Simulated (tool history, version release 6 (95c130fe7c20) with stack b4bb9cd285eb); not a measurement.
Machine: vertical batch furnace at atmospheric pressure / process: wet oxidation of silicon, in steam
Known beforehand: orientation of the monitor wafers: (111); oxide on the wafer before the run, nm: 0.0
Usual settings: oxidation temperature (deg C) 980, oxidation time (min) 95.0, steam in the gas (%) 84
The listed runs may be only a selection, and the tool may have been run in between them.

run	hour	oxidation temperature (deg C)	oxidation time (min)	steam in the gas (%)	wafers since the last listed run	hours since the last temperature calibration	hours since the steam generator was serviced	hours since the gauge calibration	read-back reference wafer on the same gauge, thickness	oxide thickness on the monitor wafer (Å)
1	0.0	980	95.0	84	0	2088.8	2217.0	452.3	634.98	5749.8
2	13.6	980	95.0	84	193	2102.4	2230.6	465.9	635.28	5760.0
3	47.1	980	95.0	84	477	2135.9	2264.1	499.4	635.57	5750.1
4	74.0	980	95.0	84	383	2162.8	2291.0	526.3	634.88	5755.0
5	109.8	980	95.0	84	510	2198.6	2326.8	562.1	635.68	5759.8
6	122.2	988	95.0	84	176	2211.0	2339.2	574.5	634.62	6043.3
7	142.2	988	95.0	84	285	2231.0	2359.2	594.5	634.64	5987.0
8	168.1	988	95.0	84	369	2256.9	2385.1	620.4	634.65	5992.4
9	181.3	980	95.0	84	188	2270.1	2398.3	633.6	635.07	5712.1
# hour 219.3: thermocouples replaced and temperature profile calibrated
10	219.8	980	95.0	84	206	0.5	2436.8	672.1	634.70	5626.5
11	225.7	980	95.0	84	84	6.4	2442.7	678.0	635.03	5617.2
12	238.6	980	95.0	84	183	19.3	2455.6	690.9	635.49	5605.7
13	252.2	980	95.0	84	193	32.9	2469.2	704.5	634.48	5592.4
14	274.2	980	95.0	84	313	54.9	2491.2	726.5	634.97	5617.3
15	306.9	980	95.0	84	466	87.6	2523.9	759.2	635.07	5632.5
16	330.7	980	52.0	84	339	111.4	2547.7	783.0	635.19	3816.9
17	364.9	980	95.0	84	487	145.6	2581.9	817.2	635.17	5616.7
18	384.6	963	95.0	84	280	165.3	2601.6	836.9	634.98	5066.7
19	404.6	965	95.0	84	285	185.3	2621.6	856.9	635.27	5120.1
20	434.2	972	95.0	84	421	214.9	2651.2	886.5	634.91	5341.3
21	462.1	980	95.0	92	397	242.8	2679.1	914.4	635.25	5974.3
22	479.8	980	130.5	80	252	260.5	2696.8	932.1	634.65	6631.7
23	493.6	980	95.0	84	196	274.3	2710.6	945.9	635.51	5607.3
24	513.4	980	95.0	84	282	294.1	2730.4	965.7	635.26	5614.7
# hour 538.4: steam generator serviced
25	538.9	960	111.5	84	21	319.6	0.5	991.2	634.85	5493.1
26	553.7	998	95.0	72	210	334.4	15.3	1006.0	635.32	5642.0
# hour 553.9: gauge calibrated
27	577.8	980	95.0	81	343	358.5	39.4	23.9	635.09	5511.4
28	596.9	968	95.0	94	272	377.6	58.5	43.0	635.04	5613.6
29	620.8	989	53.0	84	340	401.5	82.4	66.9	635.07	4086.0
30	642.5	980	95.0	84	309	423.2	104.1	88.6	635.18	5619.6
31	662.3	980	51.5	84	282	443.0	123.9	108.4	634.89	3828.9
32	694.2	980	95.0	78	454	474.9	155.8	140.3	634.98	5380.2
33	716.3	980	95.0	84	314	497.0	177.9	162.4	634.58	5656.1
34	731.1	958	95.0	75	210	511.8	192.7	177.2	634.68	4558.6
35	747.9	988	95.0	84	239	528.6	209.5	194.0	634.73	5853.0
36	773.2	1005	95.0	84	360	553.9	234.8	219.3	634.56	6413.0
37	787.0	980	95.0	84	196	567.7	248.6	233.1	634.42	5637.8
38	817.7	980	95.0	84	437	598.4	279.3	263.8	635.27	5622.8

Branching from run 38: 4 alternative next runs. What would each branch give?
A	823.7	956	95.0	84	85	604.4	285.3	269.8	?	?
B	823.7	980	62.0	84	85	604.4	285.3	269.8	?	?
C	823.7	980	95.0	93	85	604.4	285.3	269.8	?	?
D	823.7	980	124.5	84	85	604.4	285.3	269.8	?	?

run	read-back reference wafer on the same gauge, thickness	oxide thickness on the monitor wafer (Å)
A	634.60	4848.1
B	634.60	4296.8
C	634.60	5998.3
D	634.60	6649.5
With the hidden condition removed and each run's random variation left untouched, the same runs would have given:
run	oxide thickness on the monitor wafer (Å)
A	4805.3
B	4260.6
C	5953.9
D	6602.1
